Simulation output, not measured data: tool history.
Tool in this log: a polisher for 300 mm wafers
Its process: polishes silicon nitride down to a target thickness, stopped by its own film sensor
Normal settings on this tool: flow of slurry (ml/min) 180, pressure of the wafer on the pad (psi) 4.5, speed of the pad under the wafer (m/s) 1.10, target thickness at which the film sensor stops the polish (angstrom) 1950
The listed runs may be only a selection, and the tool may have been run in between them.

run	hour	flow of slurry (ml/min)	pressure of the wafer on the pad (psi)	speed of the pad under the wafer (m/s)	target thickness at which the film sensor stops the polish (angstrom)	incoming thickness of the incoming film, nm	time until the film sensor stopped the polish (s)
1	0.0	180	4.5	1.10	1950	419.0	110.0
2	32.9	180	4.5	1.10	1950	417.4	112.5
3	60.3	180	4.5	1.10	1950	423.8	117.6
# hour 77.5: worn pad replaced by a new one
4	78.0	180	4.5	1.10	1950	423.6	102.0
5	110.1	180	4.5	1.10	1950	418.5	110.2
6	142.9	180	4.5	1.10	1950	416.4	110.9
7	174.1	180	4.5	1.10	1950	423.1	118.6
8	204.2	180	4.5	1.10	1950	415.8	115.3
# hour 229.8: worn pad replaced by a new one
9	234.2	180	4.5	1.10	1950	425.9	108.0
# hour 254.1: slurry nozzle cleaned
10	255.3	180	4.5	1.10	1950	413.6	105.7
# hour 269.8: head pressure recalibrated
11	273.8	180	4.9	1.30	1950	422.9	91.7
12	296.3	180	4.9	1.30	1950	420.6	88.9
13	319.4	130	4.5	1.10	1950	427.6	123.3
14	339.5	140	2.9	1.36	1360	416.2	199.0
15	366.7	140	6.1	1.42	2450	425.3	59.3
# hour 393.8: worn pad replaced by a new one
16	402.2	180	4.5	1.10	1950	425.7	104.8
17	426.0	180	4.5	1.10	1950	420.3	105.8
18	457.1	125	3.7	0.88	1950	411.4	155.5
19	492.0	180	4.5	1.10	1950	414.7	108.2
20	514.6	180	4.1	1.10	1950	417.1	119.7
21	534.5	180	4.5	0.86	1950	415.3	126.7
22	547.1	140	4.5	0.80	2240	414.1	118.6
# hour 556.4: worn pad replaced by a new one
23	573.7	180	4.5	1.42	2310	418.2	74.6
24	602.5	180	5.0	0.94	2600	417.3	73.8
25	683.8	180	4.5	1.10	1950	427.1	114.3
# hour 721.5: worn pad replaced by a new one
26	732.4	130	5.3	0.84	1700	413.5	119.0

Below are 4 alternative next runs, each starting from the tool's condition after run 26. Predict each:
A	732.8	180	4.5	1.10	1470	423.8	?
B	732.8	120	4.5	1.10	1950	423.8	?
C	732.8	180	4.5	1.10	1260	423.8	?
D	732.8	180	3.8	1.10	1950	423.8	?

run	time until the film sensor stopped the polish (s)
A	129.5
B	114.5
C	139.4
D	126.8
What these runs would have given with no unlogged condition in the tool:
run	time until the film sensor stopped the polish (s)
A	123.0
B	108.7
C	132.4
D	120.4
